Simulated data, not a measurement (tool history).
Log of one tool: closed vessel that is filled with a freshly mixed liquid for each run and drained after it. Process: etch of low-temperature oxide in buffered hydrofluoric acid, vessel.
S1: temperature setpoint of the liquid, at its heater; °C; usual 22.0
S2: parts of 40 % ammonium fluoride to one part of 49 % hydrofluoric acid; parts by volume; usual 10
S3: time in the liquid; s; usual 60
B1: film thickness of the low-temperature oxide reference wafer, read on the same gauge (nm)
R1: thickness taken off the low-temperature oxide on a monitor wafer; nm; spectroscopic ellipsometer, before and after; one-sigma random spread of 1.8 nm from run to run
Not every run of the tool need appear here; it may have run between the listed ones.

run,hour,S1,S2,S3,B1,R1
1,0.0,18.5,10,60,140.00,230.57
2,20.0,18.5,10,60,140.01,233.25
3,53.7,18.5,10,60,139.99,227.67
4,86.1,22.0,10,60,139.99,277.55
5,102.9,22.0,8,45,139.99,252.21
6,131.8,22.0,8,45,140.02,253.15
7,149.5,22.0,8,45,140.01,249.90
8,163.8,22.0,10,75,140.02,346.32
9,194.8,22.0,10,60,140.02,274.48
10,214.4,22.0,10,45,140.01,206.44
11,230.8,22.0,10,60,140.02,275.05

What will run 12 give?
# hour 233.9: thermometer replaced
# hour 236.9: gauge calibrated
# hour 238.7: hydrofluoric acid flow meter replaced
12,242.9,23.5,10,60,?,?

{"run 12": {"B1": 140.01, "R1": 285.01}}
With no hidden state in the tool, this same run would have given R1 283.39 nm.
